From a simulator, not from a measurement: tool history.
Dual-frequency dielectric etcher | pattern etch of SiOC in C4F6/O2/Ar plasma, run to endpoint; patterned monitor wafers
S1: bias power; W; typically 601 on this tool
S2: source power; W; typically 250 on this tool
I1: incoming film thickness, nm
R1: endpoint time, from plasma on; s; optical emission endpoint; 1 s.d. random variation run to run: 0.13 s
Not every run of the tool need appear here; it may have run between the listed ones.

| run | hour | S1 | S2 | I1 | R1 |
|---|---|---|---|---|---|
| 1 | 0.0 | 601 | 230 | 38.12 | 15.6 |
| 2 | 15.4 | 601 | 250 | 39.11 | 15.2 |
| 3 | 35.8 | 601 | 250 | 38.38 | 14.6 |
| 4 | 64.2 | 660 | 250 | 38.42 | 13.9 |
| 5 | 86.4 | 660 | 250 | 38.35 | 14.0 |
| 6 | 112.2 | 660 | 250 | 38.69 | 13.9 |
|  | 203.7 | wet clean of the chamber |
| 7 | 204.2 | 601 | 250 | 38.36 | 15.0 |
| 8 | 207.6 | 601 | 250 | 38.55 | 15.3 |
| 9 | 229.7 | 601 | 250 | 38.51 | 15.1 |
| 10 | 251.4 | 601 | 250 | 38.55 | 14.8 |
| 11 | 273.6 | 601 | 250 | 38.24 | 14.9 |
| 12 | 294.6 | 601 | 250 | 38.95 | 15.1 |
|  | 320.0 | bias power generator calibrated |
| 13 | 326.2 | 601 | 250 | 38.61 | 14.8 |
| 14 | 356.3 | 601 | 250 | 38.34 | 14.6 |
| 15 | 381.4 | 601 | 250 | 38.65 | 14.8 |
| 16 | 397.3 | 601 | 250 | 38.05 | 14.5 |
| 17 | 424.8 | 601 | 250 | 38.02 | 14.5 |
|  | 430.4 | source power generator calibrated |
| 18 | 457.6 | 653 | 250 | 38.83 | 13.8 |
| 19 | 485.2 | 639 | 310 | 38.46 | 12.5 |
| 20 | 520.1 | 639 | 310 | 38.50 | 12.4 |
| 21 | 554.0 | 547 | 280 | 38.37 | 14.0 |
| 22 | 585.4 | 601 | 300 | 38.33 | 12.7 |
|  | 610.1 | wet clean of the chamber |
| 23 | 621.0 | 661 | 250 | 38.06 | 14.3 |
|  | 656.9 | upper electrode replaced |
| 24 | 657.4 | 524 | 200 | 38.38 | 18.8 |
| 25 | 667.8 | 660 | 220 | 38.24 | 15.4 |
| 26 | 685.0 | 601 | 250 | 38.26 | 15.0 |
| 27 | 714.0 | 601 | 250 | 38.58 | 15.2 |
| 28 | 747.9 | 499 | 230 | 38.74 | 17.4 |
| 29 | 762.0 | 601 | 250 | 38.52 | 14.8 |
| 30 | 793.6 | 601 | 210 | 38.60 | 16.8 |
| 31 | 808.2 | 704 | 230 | 38.36 | 14.4 |
| 32 | 826.3 | 601 | 250 | 38.95 | 15.1 |
| 33 | 848.3 | 747 | 250 | 38.80 | 13.2 |
| 34 | 861.1 | 601 | 250 | 38.59 | 14.7 |
| 35 | 875.4 | 738 | 190 | 38.47 | 15.5 |
| 36 | 902.1 | 601 | 250 | 38.55 | 14.7 |

Branching from run 36: 3 alternative next runs. What would each branch give?
| A | 902.5 | 601 | 270 | 38.24 | ? |
| B | 902.5 | 702 | 270 | 38.24 | ? |
| C | 902.5 | 749 | 250 | 38.24 | ? |

| run | R1 |
|---|---|
| A | 14.1 |
| B | 13.0 |
| C | 13.1 |
Without the tool's unlogged condition, the same runs would have read:
| run | R1 |
|---|---|
| A | 14.7 |
| B | 13.5 |
| C | 13.6 |
